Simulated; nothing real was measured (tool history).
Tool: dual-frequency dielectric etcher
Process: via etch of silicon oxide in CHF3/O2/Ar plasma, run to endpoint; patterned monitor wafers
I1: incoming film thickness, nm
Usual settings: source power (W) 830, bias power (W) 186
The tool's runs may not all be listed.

Run 1, day 0: usual settings but bias power (W) 208; I1 500.4. Result: endpoint time (s) 221.7.
Run 2, day 2.567: usual settings but bias power (W) 208; I1 492.5. Result: endpoint time (s) 218.4.
Run 3, day 4.383: usual settings; I1 495.6. Result: endpoint time (s) 225.9.
Run 4, day 7.317: usual settings; I1 488.4. Result: endpoint time (s) 224.
Run 5, day 9.367: usual settings; I1 496.3. Result: endpoint time (s) 227.1.
Run 6, day 12.896: usual settings; I1 499.4. Result: endpoint time (s) 229.
Run 7, day 15.575: usual settings; I1 492.7. Result: endpoint time (s) 226.7.
At day 17.383: wet clean of the chamber.
Run 8, day 19.254: usual settings; I1 490.2. Result: endpoint time (s) 224.
Run 9, day 20.779: usual settings; I1 493.7. Result: endpoint time (s) 224.3.
Run 10, day 27.412: usual settings; I1 496.3. Result: endpoint time (s) 226.1.
Run 11, day 29.054: usual settings but source power (W) 690, bias power (W) 164; I1 493.9. Result: endpoint time (s) 259.5.
Run 12, day 32.367: usual settings but source power (W) 690, bias power (W) 164; I1 491.1. Result: endpoint time (s) 259.3.
Run 13, day 34.596: usual settings but source power (W) 690, bias power (W) 164; I1 494.7. Result: endpoint time (s) 260.3.
Run 14, day 38.808: usual settings but source power (W) 700, bias power (W) 220; I1 494.6. Result: endpoint time (s) 232.9.
At day 40.404: upper electrode replaced.
At day 42.288: wet clean of the chamber.
Run 15, day 42.308: usual settings but bias power (W) 211; I1 492.6. Result: endpoint time (s) 215.4.
At day 44.575: bias power generator calibrated.
Run 16, day 46.529: usual settings but source power (W) 990, bias power (W) 174; I1 498.4. Result: endpoint time (s) 206.9.
At day 46.804: source power generator calibrated.
Run 17, day 48.1: usual settings but bias power (W) 156; I1 493.2. Result: endpoint time (s) 239.
Run 18, day 49.854: usual settings; I1 493.7. Result: endpoint time (s) 225.9.
Run 19, day 54.283: usual settings but source power (W) 780, bias power (W) 201; I1 497.4. Result: endpoint time (s) 228.6.
Run 20, day 58.579: usual settings but source power (W) 940, bias power (W) 225; I1 503.2. Result: endpoint time (s) 201.5.
Run 21, day 60.767: usual settings; I1 493.7. Result: endpoint time (s) 227.2.
Run 22, day 62.525: usual settings but source power (W) 1020, bias power (W) 169; I1 494.4. Result: endpoint time (s) 209.5.
Run 23, day 65.079: usual settings but bias power (W) 146; I1 493.3. Result: endpoint time (s) 244.3.
Run 24, day 66.717: usual settings but source power (W) 970, bias power (W) 203; I1 490.9. Result: endpoint time (s) 201.3.

The next listed run, before its measurement:
At day 67.733: wet clean of the chamber.
Run 25, day 68.733: usual settings but source power (W) 760, bias power (W) 144; I1 497.3. Result: endpoint time (s) ?.

endpoint time (s): 259.6
Without the tool's hidden state the same run would have given endpoint time (s) 260.4.
